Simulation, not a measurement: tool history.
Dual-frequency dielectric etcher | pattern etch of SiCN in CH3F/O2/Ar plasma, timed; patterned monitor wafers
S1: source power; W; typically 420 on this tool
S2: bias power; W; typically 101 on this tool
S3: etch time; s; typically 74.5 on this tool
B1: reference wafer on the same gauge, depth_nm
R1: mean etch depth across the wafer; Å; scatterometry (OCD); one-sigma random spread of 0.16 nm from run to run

run     day   S1   S2    S3     B1     R1
  1       0  420  101  74.5  34.43  319.1
      1.288  -- wet clean of the chamber
  2   1.308  420  101  74.5  34.52  316.3
  3   2.121  420  101  74.5  34.46  313.6
      4.121  -- gauge calibrated
  4   4.938  380  101  74.5  34.51  303.8
  5   5.888  420  101  74.5   34.5  316.6
  6   7.379  420  101  74.5  34.52  317.8
  7   8.175  420  101  74.5  34.52  316.2
  8    9.45  420  101  74.5  34.47  317.4
  9  10.429  420  101  74.5   34.5    321
     10.812  -- source power generator calibrated
 10  10.967  420  101  74.5  34.54  318.1
 11  11.946  420  101  60.5  34.49  260.1
 12  12.888  420  101  74.5   34.5  321.8
     14.458  -- upper electrode replaced
 13  14.479  420  101  66.5  34.55  283.2
 14  14.821  370   84    95  34.53    360
 15  15.458  510  114  82.5  34.52  402.1
 16  16.438  420  101  74.5  34.53    319
 17  17.883  470  101  83.5   34.5  377.4
 18  19.038  470  101  53.5  34.51  242.3
 19    19.7  420   91  74.5  34.41  310.4
     21.554  -- wet clean of the chamber
 20  21.575  490   93    57  34.47  249.1
 21  21.888  460  101  61.5  34.45  268.1
     23.792  -- bias power generator calibrated
 22  25.108  420  101  74.5  34.48  316.5
 23  25.942  390   87  82.5  34.49  322.1
 24  27.238  420  101  74.5  34.56  316.9
     29.021  -- gauge calibrated
 25  31.571  420  112  74.5   34.5  329.3
 26  32.171  420  101  74.5  34.52  318.6
 27  32.729  340  118  89.5  34.48  370.4
 28  33.408  340  101  74.5  34.54  289.6
 29  35.604  500  101  59.5  34.51  275.9
 30  36.325  490   86    63  34.48  269.2

Below, some changes in R1 between adjacent runs. For each, the amount present without the hidden state too (settings, incoming material, random variation) and the amount remaining for the hidden state with gauge scatter not shared by both compared results:
The tool's hidden condition here consists of: etch rate over this chamber's usual, %; source power that arrives over what is set, %; bias power that arrives over what is set, %; gauge reads high (%).
Run 1 -> 2: wet clean of the chamber. R1 -2.8 Å: hidden state -4.9, all else +2.1.
Run 15 -> 16: S1 510 -> 420, S2 114 -> 101, S3 82.5 -> 74.5. R1 -83.1 Å: hidden state -1.1, all else -82.
Run 17 -> 18: S3 83.5 -> 53.5. R1 -135.1 Å: hidden state -2.5, all else -132.6.
Run 19 -> 20: S1 420 -> 490, S2 91 -> 93, S3 74.5 -> 57, wet clean of the chamber. R1 -61.3 Å: hidden state -7.6, all else -53.7.
Run 27 -> 28: S2 118 -> 101, S3 89.5 -> 74.5. R1 -80.8 Å: hidden state -0.6, all else -80.2.
